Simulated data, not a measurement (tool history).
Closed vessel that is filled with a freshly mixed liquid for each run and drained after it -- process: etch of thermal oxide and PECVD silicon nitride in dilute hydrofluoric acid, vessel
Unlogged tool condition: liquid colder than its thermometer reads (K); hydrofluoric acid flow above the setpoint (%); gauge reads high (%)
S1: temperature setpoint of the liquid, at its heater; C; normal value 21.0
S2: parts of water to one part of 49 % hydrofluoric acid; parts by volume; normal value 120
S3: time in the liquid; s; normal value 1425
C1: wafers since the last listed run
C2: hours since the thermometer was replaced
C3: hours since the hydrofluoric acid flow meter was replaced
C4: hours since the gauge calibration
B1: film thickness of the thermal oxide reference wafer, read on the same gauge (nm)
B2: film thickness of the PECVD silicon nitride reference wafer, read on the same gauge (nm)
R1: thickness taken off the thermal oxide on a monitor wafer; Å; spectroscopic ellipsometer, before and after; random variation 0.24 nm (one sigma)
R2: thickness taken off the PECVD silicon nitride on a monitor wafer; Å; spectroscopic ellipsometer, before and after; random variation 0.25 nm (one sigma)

Run 1, day 0.000: usual settings but S1 24.0 C, S2 160 parts by volume; C1 0; C2 156.8; C3 119.0; C4 154.6; B1 39.79; B2 89.48. Result: R1 384.2 Å, R2 306.5 Å.
Run 2, day 2.458: usual settings but S1 24.0 C, S2 160 parts by volume; C1 3293; C2 215.8; C3 178.0; C4 213.6; B1 39.67; B2 89.23. Result: R1 381.4 Å, R2 305.1 Å.
Run 3, day 4.562: usual settings; C1 2819; C2 266.3; C3 228.5; C4 264.1; B1 39.61; B2 89.04. Result: R1 471.3 Å, R2 324.9 Å.
Run 4, day 8.746: usual settings; C1 5605; C2 366.7; C3 328.9; C4 364.5; B1 39.40; B2 88.65. Result: R1 476.1 Å, R2 331.4 Å.
Run 5, day 11.633: usual settings but S1 19.5 C, S3 595 s; C1 3868; C2 436.0; C3 398.2; C4 433.8; B1 39.27; B2 88.41. Result: R1 183.9 Å, R2 123.8 Å.
Run 6, day 15.421: usual settings; C1 5074; C2 526.9; C3 489.1; C4 524.7; B1 39.20; B2 88.10. Result: R1 465.4 Å, R2 322.3 Å.
Run 7, day 18.438: usual settings but S1 24.5 C; C1 4041; C2 599.3; C3 561.5; C4 597.1; B1 39.08; B2 87.90. Result: R1 538.8 Å, R2 408.9 Å.
Run 8, day 22.675: usual settings but S1 25.0 C, S2 140 parts by volume, S3 1670 s; C1 5677; C2 701.0; C3 663.2; C4 698.8; B1 39.00; B2 87.65. Result: R1 534.2 Å, R2 420.8 Å.
Run 9, day 25.817: usual settings but S1 18.0 C, S2 180 parts by volume; C1 4209; C2 776.4; C3 738.6; C4 774.2; B1 38.86; B2 87.45. Result: R1 258.2 Å, R2 178.9 Å.
Run 10, day 28.404: usual settings but S1 18.0 C, S2 170 parts by volume; C1 3466; C2 838.5; C3 800.7; C4 836.3; B1 38.85; B2 87.32. Result: R1 276.8 Å, R2 187.1 Å.
Run 11, day 30.154: usual settings but S1 25.0 C, S2 155 parts by volume; C1 2344; C2 880.5; C3 842.7; C4 878.3; B1 38.78; B2 87.23. Result: R1 398.3 Å, R2 328.6 Å.
Run 12, day 31.925: usual settings but S1 25.5 C, S3 1920 s; C1 2372; C2 923.0; C3 885.2; C4 920.8; B1 38.77; B2 87.15. Result: R1 751.0 Å, R2 585.4 Å.
Run 13, day 33.629: usual settings but S1 22.5 C, S2 70 parts by volume, S3 2225 s; C1 2283; C2 963.9; C3 926.1; C4 961.7; B1 38.74; B2 87.06. Result: R1 1403.2 Å, R2 941.3 Å.
Run 14, day 35.554: usual settings but S1 25.0 C; C1 2579; C2 1010.1; C3 972.3; C4 1007.9; B1 38.62; B2 87.00. Result: R1 542.9 Å, R2 418.8 Å.
At day 37.883: hydrofluoric acid flow meter replaced.
Run 15, day 38.500: usual settings; C1 3891; C2 1080.8; C3 14.8; C4 1078.6; B1 38.57; B2 86.87. Result: R1 461.9 Å, R2 318.2 Å.
Run 16, day 42.504: usual settings but S1 25.0 C, S2 60 parts by volume, S3 780 s; C1 5365; C2 1176.9; C3 110.9; C4 1174.7; B1 38.55; B2 86.73. Result: R1 634.6 Å, R2 459.2 Å.
Run 17, day 44.346: usual settings but S2 145 parts by volume; C1 2467; C2 1221.1; C3 155.1; C4 1218.9; B1 38.51; B2 86.62. Result: R1 375.0 Å, R2 265.0 Å.
Run 18, day 46.271: usual settings but S1 22.5 C, S3 1845 s; C1 2579; C2 1267.3; C3 201.3; C4 1265.1; B1 38.50; B2 86.58. Result: R1 629.8 Å, R2 459.9 Å.
Run 19, day 49.779: usual settings; C1 4700; C2 1351.5; C3 285.5; C4 1349.3; B1 38.43; B2 86.47. Result: R1 455.4 Å, R2 320.8 Å.
Run 20, day 54.125: usual settings but S1 25.0 C, S2 140 parts by volume, S3 1670 s; C1 5822; C2 1455.8; C3 389.8; C4 1453.6; B1 38.41; B2 86.35. Result: R1 525.3 Å, R2 417.0 Å.
Run 21, day 57.979: usual settings but S2 85 parts by volume, S3 2010 s; C1 5164; C2 1548.3; C3 482.3; C4 1546.1; B1 38.32; B2 86.21. Result: R1 954.9 Å, R2 632.7 Å.
Run 22, day 60.371: usual settings but S1 23.0 C; C1 3204; C2 1605.7; C3 539.7; C4 1603.5; B1 38.28; B2 86.18. Result: R1 492.9 Å, R2 365.4 Å.
Run 23, day 64.733: usual settings but S1 18.5 C, S3 2280 s; C1 5845; C2 1710.4; C3 644.4; C4 1708.2; B1 38.24; B2 86.09. Result: R1 660.4 Å, R2 436.5 Å.
Run 24, day 68.817: usual settings but S1 19.5 C, S2 165 parts by volume, S3 2205 s; C1 5471; C2 1808.4; C3 742.4; C4 1806.2; B1 38.26; B2 85.98. Result: R1 460.1 Å, R2 328.4 Å.
At day 73.292: thermometer replaced.
Run 25, day 77.808: usual settings; C1 11991; C2 108.4; C3 958.2; C4 2022.0; B1 38.16; B2 85.85. Result: R1 455.4 Å, R2 317.1 Å.

Entry by entry between the runs, the difference in hidden state between the last listed run before and the first listed run after:
Between runs 14 and 15: hydrofluoric acid flow meter replaced (day 37.883)
  gauge reads high (%): -3.34 -> -3.48
  measured value less the no-hidden-state value, R1: -18.8 -> -16.7 Å; R2: -14.5 -> -11.5 Å
Between runs 24 and 25: thermometer replaced (day 73.292)
  gauge reads high (%): -4.45 -> -4.62
  measured value less the no-hidden-state value, R1: -21.4 -> -22.0 Å; R2: -15.3 -> -15.4 Å
